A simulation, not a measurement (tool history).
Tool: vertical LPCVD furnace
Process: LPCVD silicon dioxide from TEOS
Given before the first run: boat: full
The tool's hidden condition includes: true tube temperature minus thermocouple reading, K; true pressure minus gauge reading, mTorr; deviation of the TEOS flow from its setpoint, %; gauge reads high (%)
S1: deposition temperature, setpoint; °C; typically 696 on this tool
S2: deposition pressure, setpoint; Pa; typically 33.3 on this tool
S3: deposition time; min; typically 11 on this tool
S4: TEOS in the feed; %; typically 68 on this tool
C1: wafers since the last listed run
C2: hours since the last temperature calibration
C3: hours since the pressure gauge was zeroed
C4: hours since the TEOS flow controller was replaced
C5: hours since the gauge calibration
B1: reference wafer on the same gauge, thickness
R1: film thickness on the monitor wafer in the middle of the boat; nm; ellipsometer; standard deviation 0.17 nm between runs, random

run    hour   S1    S2    S3  S4    C1      C2      C3      C4     C5     B1     R1
  1       0  696  33.3    11  68     0  2276.3  3452.3  6242.5  631.4  59.61  69.49
  2    87.3  696  33.3    11  68  2290  2363.6  3539.6  6329.8  718.7  59.57  69.54
  3     157  696  33.3    11  68  1828  2433.3  3609.3  6399.5  788.4  59.63  69.93
  4   210.3  696  33.3    11  68  1398  2486.6  3662.6  6452.8  841.7  59.55     70
  5   287.3  696  33.3    11  68  2020  2563.6  3739.6  6529.8  918.7  59.64  69.92
      356.6  -- gauge calibrated
  6   367.4  696  33.3   9.5  68  2101  2643.7  3819.7  6609.9   10.8  59.56   60.3
      447.8  -- TEOS flow controller replaced
  7     455  696  33.3   9.5  68  1668  2731.3  3907.3     7.2   98.4  59.62  60.38
  8   523.7  696    30   8.5  68  1802    2800    3976    75.9  167.1  59.62  51.63
  9   571.4  696  30.7    11  68  1251  2847.7  4023.7   123.6  214.8  59.54  67.52
      653.3  -- thermocouples replaced and temperature profile calibrated
      663.9  -- pressure gauge zeroed
 10   664.4  696  36.7    11  59  1534    11.1     0.5   216.6  307.8  59.68  64.58
 11   703.3  699    38   9.5  76  1020      50    39.4   255.5  346.7   59.6  69.33
 12   746.4  696    28    11  62  1130    93.1    82.5   298.6  389.8  59.58  58.16
 13   854.2  696  33.3    11  68  2828   200.9   190.3   406.4  497.6  59.59  66.42
 14   938.1  696  33.3  13.5  68  2201   284.8   274.2   490.3  581.5  59.66  81.89
 15  1016.8  696  33.3    11  68  2064   363.5   352.9     569  660.2  59.58  66.93

5 ways to go on from here, each from the tool as it stands after run 15. What would each give?
  A  1020.4  696  33.3   11  68  94  367.1  356.5  572.6  663.8   ?   ?
  B  1020.4  696  33.3    9  68  94  367.1  356.5  572.6  663.8   ?   ?
  C  1020.4  706  37.3    7  81  94  367.1  356.5  572.6  663.8   ?   ?
  D  1020.4  687  33.3    8  57  94  367.1  356.5  572.6  663.8   ?   ?
  E  1020.4  691  41.3  8.5  68  94  367.1  356.5  572.6  663.8   ?   ?

run     B1     R1
  A  59.55  66.66
  B  59.55  54.54
  C  59.55  61.79
  D  59.55  35.87
  E  59.55  50.98
Without the tool's hidden state the same runs would have given:
run     R1
  A  66.13
  B   54.1
  C   61.3
  D  35.58
  E  50.57
